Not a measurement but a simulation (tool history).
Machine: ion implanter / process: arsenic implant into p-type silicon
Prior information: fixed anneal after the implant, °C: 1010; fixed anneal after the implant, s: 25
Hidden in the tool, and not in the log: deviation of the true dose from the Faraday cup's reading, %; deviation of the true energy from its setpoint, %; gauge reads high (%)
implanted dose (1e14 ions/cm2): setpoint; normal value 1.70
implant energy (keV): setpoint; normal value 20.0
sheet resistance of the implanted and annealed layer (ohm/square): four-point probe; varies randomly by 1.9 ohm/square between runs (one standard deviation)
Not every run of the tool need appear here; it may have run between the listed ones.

run,day,implanted dose (1e14 ions/cm2),implant energy (keV),wafers since the last listed run,hours since the last dose calibration,hours since the extraction supply was calibrated,hours since the gauge calibration,"read-back reference wafer on the same gauge, sheet resistance",sheet resistance of the implanted and annealed layer (ohm/square)
1,0.000,1.92,20.0,0,515.3,1018.1,747.4,420.34,390.07
2,1.588,1.92,20.0,429,553.4,1056.2,785.5,419.58,390.00
3,2.754,1.70,20.0,315,581.4,1084.2,813.5,419.91,429.56
# day 3.958: Faraday cup replaced and dose calibrated
4,5.412,1.70,20.0,628,34.9,1148.0,877.3,419.75,439.51
5,7.429,1.70,20.0,545,83.3,1196.4,925.7,419.91,435.27
6,9.567,1.70,20.0,577,134.6,1247.7,977.0,420.35,430.82
7,11.283,1.70,20.0,463,175.8,1288.9,1018.2,420.00,430.73
8,12.871,1.53,20.0,429,213.9,1327.0,1056.3,419.70,465.71
9,15.221,1.53,20.0,635,270.3,1383.4,1112.7,420.30,462.32
10,17.754,1.70,20.0,684,331.1,1444.2,1173.5,420.22,426.14
11,19.221,1.70,20.0,396,366.3,1479.4,1208.7,420.08,427.54
# day 24.067: Faraday cup replaced and dose calibrated
12,24.362,1.70,17.5,1299,7.1,1602.8,1332.1,419.90,452.39
13,25.500,1.70,17.5,307,34.4,1630.1,1359.4,420.32,454.13
14,28.450,1.70,17.5,797,105.2,1700.9,1430.2,420.63,445.86
15,29.467,1.70,20.0,274,129.6,1725.3,1454.6,419.88,437.43
16,30.538,1.70,20.0,289,155.3,1751.0,1480.3,420.53,437.12
17,35.558,1.70,20.0,1356,275.8,1871.5,1600.8,420.24,430.82
18,37.688,2.11,14.0,575,326.9,1922.6,1651.9,419.64,382.25
19,39.400,2.02,16.0,462,368.0,1963.7,1693.0,419.95,389.66
20,41.104,1.70,20.0,460,408.9,2004.6,1733.9,419.49,431.81
# day 42.338: gauge calibrated
21,43.250,1.70,20.0,579,460.4,2056.1,21.9,420.33,429.73
# day 44.208: Faraday cup replaced and dose calibrated
22,44.538,1.48,15.0,257,7.9,2087.0,52.8,420.06,511.76
23,45.675,1.26,16.0,307,35.2,2114.3,80.1,419.89,570.28
24,47.575,1.24,20.0,513,80.8,2159.9,125.7,420.06,555.38
25,49.171,1.70,15.5,431,119.1,2198.2,164.0,419.91,454.02
26,54.117,1.70,20.0,1336,237.8,2316.9,282.7,419.90,432.80
# day 55.375: extraction supply calibrated
27,55.904,1.70,20.0,393,280.7,12.7,325.6,420.13,430.79
28,57.908,1.27,27.0,541,328.8,60.8,373.7,420.19,506.84
29,65.150,1.70,20.0,1957,502.6,234.6,547.5,420.00,426.71
# day 66.412: Faraday cup replaced and dose calibrated
30,67.162,1.70,20.0,453,18.0,282.9,595.8,419.81,440.82
31,69.950,1.70,20.0,753,84.9,349.8,662.7,420.02,437.80
32,78.492,1.38,18.0,2308,289.9,554.8,867.7,420.33,508.21
33,79.800,1.52,26.5,353,321.3,586.2,899.1,420.11,447.90
34,82.492,1.70,15.5,727,385.9,650.8,963.7,420.28,442.08
35,91.383,2.02,13.5,2403,599.3,864.2,1177.1,420.10,392.89
# day 91.762: Faraday cup replaced and dose calibrated
36,93.858,1.20,24.0,578,50.3,923.6,1236.5,419.75,551.80

For each entry between runs, how does the tool's hidden state at the last listed run before it compare with that at the first listed run after it?
From run 3 to run 4: Faraday cup replaced and dose calibrated (day 3.958)
  deviation of the true dose from the Faraday cup's reading, %: 4.94 -> 1.18
  measured less the result without the state, sheet resistance of the implanted and annealed layer (ohm/square): -15.68 -> -3.83
From run 11 to run 12: Faraday cup replaced and dose calibrated (day 24.067)
  deviation of the true dose from the Faraday cup's reading, %: 4.82 -> -0.622
  measured less the result without the state, sheet resistance of the implanted and annealed layer (ohm/square): -15.23 -> +2.11
From run 20 to run 21: gauge calibrated (day 42.338)
  deviation of the true dose from the Faraday cup's reading, %: 3.89 -> 4.03
  measured less the result without the state, sheet resistance of the implanted and annealed layer (ohm/square): -12.42 -> -12.79
From run 21 to run 22: Faraday cup replaced and dose calibrated (day 44.208)
  deviation of the true dose from the Faraday cup's reading, %: 4.03 -> -0.604
  measured less the result without the state, sheet resistance of the implanted and annealed layer (ohm/square): -12.79 -> +2.31
From run 26 to run 27: extraction supply calibrated (day 55.375)
  deviation of the true dose from the Faraday cup's reading, %: 3.02 -> 3.32
  measured less the result without the state, sheet resistance of the implanted and annealed layer (ohm/square): -9.67 -> -10.58
From run 29 to run 30: Faraday cup replaced and dose calibrated (day 66.412)
  deviation of the true dose from the Faraday cup's reading, %: 4.11 -> 0.314
  measured less the result without the state, sheet resistance of the implanted and annealed layer (ohm/square): -12.95 -> -1.03
From run 35 to run 36: Faraday cup replaced and dose calibrated (day 91.762)
  deviation of the true dose from the Faraday cup's reading, %: 4.89 -> 1.55
  measured less the result without the state, sheet resistance of the implanted and annealed layer (ohm/square): -14.62 -> -6.05

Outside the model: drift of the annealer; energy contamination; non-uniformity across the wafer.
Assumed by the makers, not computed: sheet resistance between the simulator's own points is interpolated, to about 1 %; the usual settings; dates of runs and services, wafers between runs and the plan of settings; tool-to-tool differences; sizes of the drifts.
